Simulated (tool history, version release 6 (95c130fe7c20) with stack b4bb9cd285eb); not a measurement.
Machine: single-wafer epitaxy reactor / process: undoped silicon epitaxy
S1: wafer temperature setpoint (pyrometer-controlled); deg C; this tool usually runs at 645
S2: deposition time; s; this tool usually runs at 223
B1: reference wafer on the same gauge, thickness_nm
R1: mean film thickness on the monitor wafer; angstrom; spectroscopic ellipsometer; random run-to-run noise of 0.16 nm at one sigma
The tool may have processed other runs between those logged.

run 1 day=0.000 | S1=645 S2=209 | B1=27.846 | R1=286.39
run 2 day=0.575 | S1=645 S2=223 | B1=27.794 | R1=306.76
run 3 day=1.208 | S1=645 S2=223 | B1=27.749 | R1=309.30
run 4 day=1.854 | S1=645 S2=223 | B1=27.868 | R1=307.92
run 5 day=2.279 | S1=645 S2=223 | B1=27.759 | R1=307.23
run 6 day=2.575 | S1=645 S2=223 | B1=27.770 | R1=306.90
run 7 day=2.846 | S1=645 S2=223 | B1=27.814 | R1=305.50
run 8 day=3.467 | S1=634 S2=223 | B1=27.776 | R1=246.04
run 9 day=4.767 | S1=645 S2=223 | B1=27.750 | R1=304.28
run 10 day=5.204 | S1=645 S2=223 | B1=27.795 | R1=305.98
run 11 day=5.638 | S1=656 S2=223 | B1=27.827 | R1=374.55
run 12 day=6.133 | S1=655 S2=207 | B1=27.792 | R1=345.23
run 13 day=6.850 | S1=656 S2=204 | B1=27.826 | R1=346.73
run 14 day=7.183 | S1=656 S2=204 | B1=27.766 | R1=343.67
run 15 day=7.458 | S1=656 S2=204 | B1=27.833 | R1=348.64
run 16 day=8.192 | S1=655 S2=223 | B1=27.813 | R1=373.17
run 17 day=8.646 | S1=645 S2=236 | B1=27.852 | R1=322.49
run 18 day=9.204 | S1=645 S2=236 | B1=27.821 | R1=325.41
run 19 day=9.492 | S1=645 S2=236 | B1=27.823 | R1=324.53
run 20 day=10.117 | S1=645 S2=223 | B1=27.778 | R1=305.49
-- day=10.267 gauge calibrated
run 21 day=10.517 | S1=645 S2=223 | B1=27.795 | R1=305.68
run 22 day=10.771 | S1=642 S2=223 | B1=27.801 | R1=287.57
run 23 day=11.225 | S1=651 S2=185 | B1=27.823 | R1=283.52
run 24 day=11.804 | S1=651 S2=185 | B1=27.825 | R1=287.91
run 25 day=12.054 | S1=634 S2=241 | B1=27.800 | R1=264.33
run 26 day=12.592 | S1=645 S2=223 | B1=27.812 | R1=304.57
-- day=13.179 pyrometer calibrated
run 27 day=13.200 | S1=657 S2=208 | B1=27.807 | R1=389.87
run 28 day=13.675 | S1=645 S2=223 | B1=27.784 | R1=329.44
run 29 day=13.962 | S1=659 S2=223 | B1=27.734 | R1=433.56
run 30 day=14.421 | S1=645 S2=190 | B1=27.802 | R1=283.67
run 31 day=14.862 | S1=660 S2=187 | B1=27.864 | R1=370.65
run 32 day=15.196 | S1=656 S2=249 | B1=27.797 | R1=453.51
run 33 day=15.550 | S1=645 S2=199 | B1=27.770 | R1=290.83
run 34 day=15.883 | S1=630 S2=223 | B1=27.829 | R1=245.43

Estimate the outcome of run 35 from the log above:
run 35 day=16.179 | S1=645 S2=223 | B1=? | R1=?

B1: 27.826
R1: 330.29 angstrom
With no hidden state in the tool, this same run would have given R1 338.15 angstrom.
